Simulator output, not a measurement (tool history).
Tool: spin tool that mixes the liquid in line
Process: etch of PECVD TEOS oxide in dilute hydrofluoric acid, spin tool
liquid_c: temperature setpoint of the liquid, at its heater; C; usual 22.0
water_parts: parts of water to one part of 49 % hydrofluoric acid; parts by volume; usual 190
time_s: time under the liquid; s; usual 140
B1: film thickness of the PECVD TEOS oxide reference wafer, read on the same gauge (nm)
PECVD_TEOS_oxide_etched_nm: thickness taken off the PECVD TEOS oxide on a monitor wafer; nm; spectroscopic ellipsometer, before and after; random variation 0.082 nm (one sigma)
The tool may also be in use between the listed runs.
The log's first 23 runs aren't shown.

run 24 hour=286.6 | liquid_c=19.5 water_parts=125 time_s=185 | B1=110.03 | PECVD_TEOS_oxide_etched_nm=20.33
run 25 hour=294.6 | liquid_c=26.0 water_parts=250 time_s=90 | B1=110.00 | PECVD_TEOS_oxide_etched_nm=5.49
run 26 hour=306.1 | liquid_c=22.0 water_parts=190 time_s=140 | B1=109.99 | PECVD_TEOS_oxide_etched_nm=10.40
-- hour=318.5 thermometer replaced, repeated, since the last time left the tool worse
run 27 hour=319.0 | liquid_c=22.0 water_parts=190 time_s=140 | B1=109.98 | PECVD_TEOS_oxide_etched_nm=11.69
run 28 hour=332.6 | liquid_c=22.0 water_parts=190 time_s=140 | B1=110.04 | PECVD_TEOS_oxide_etched_nm=11.62
run 29 hour=340.5 | liquid_c=19.0 water_parts=190 time_s=100 | B1=110.00 | PECVD_TEOS_oxide_etched_nm=7.41
run 30 hour=358.4 | liquid_c=24.0 water_parts=190 time_s=180 | B1=109.99 | PECVD_TEOS_oxide_etched_nm=16.00
run 31 hour=368.6 | liquid_c=22.0 water_parts=240 time_s=140 | B1=109.99 | PECVD_TEOS_oxide_etched_nm=8.69
run 32 hour=378.4 | liquid_c=22.0 water_parts=270 time_s=140 | B1=110.01 | PECVD_TEOS_oxide_etched_nm=7.46

5 ways to go on from here, each from the tool as it stands after run 32. What would each give?
run A hour=378.9 | liquid_c=22.0 water_parts=190 time_s=175 | B1=? | PECVD_TEOS_oxide_etched_nm=?
run B hour=378.9 | liquid_c=20.0 water_parts=240 time_s=65 | B1=? | PECVD_TEOS_oxide_etched_nm=?
run C hour=378.9 | liquid_c=22.0 water_parts=140 time_s=140 | B1=? | PECVD_TEOS_oxide_etched_nm=?
run D hour=378.9 | liquid_c=26.0 water_parts=270 time_s=195 | B1=? | PECVD_TEOS_oxide_etched_nm=?
run E hour=378.9 | liquid_c=17.5 water_parts=190 time_s=185 | B1=? | PECVD_TEOS_oxide_etched_nm=?

run=A B1=110.00 PECVD_TEOS_oxide_etched_nm=14.55
run=B B1=110.00 PECVD_TEOS_oxide_etched_nm=3.78
run=C B1=110.00 PECVD_TEOS_oxide_etched_nm=16.66
run=D B1=110.00 PECVD_TEOS_oxide_etched_nm=12.15
run=E B1=110.00 PECVD_TEOS_oxide_etched_nm=12.90
Without the tool's hidden state the same runs would have given:
run=A PECVD_TEOS_oxide_etched_nm=14.76
run=B PECVD_TEOS_oxide_etched_nm=3.83
run=C PECVD_TEOS_oxide_etched_nm=16.91
run=D PECVD_TEOS_oxide_etched_nm=12.31
run=E PECVD_TEOS_oxide_etched_nm=13.10
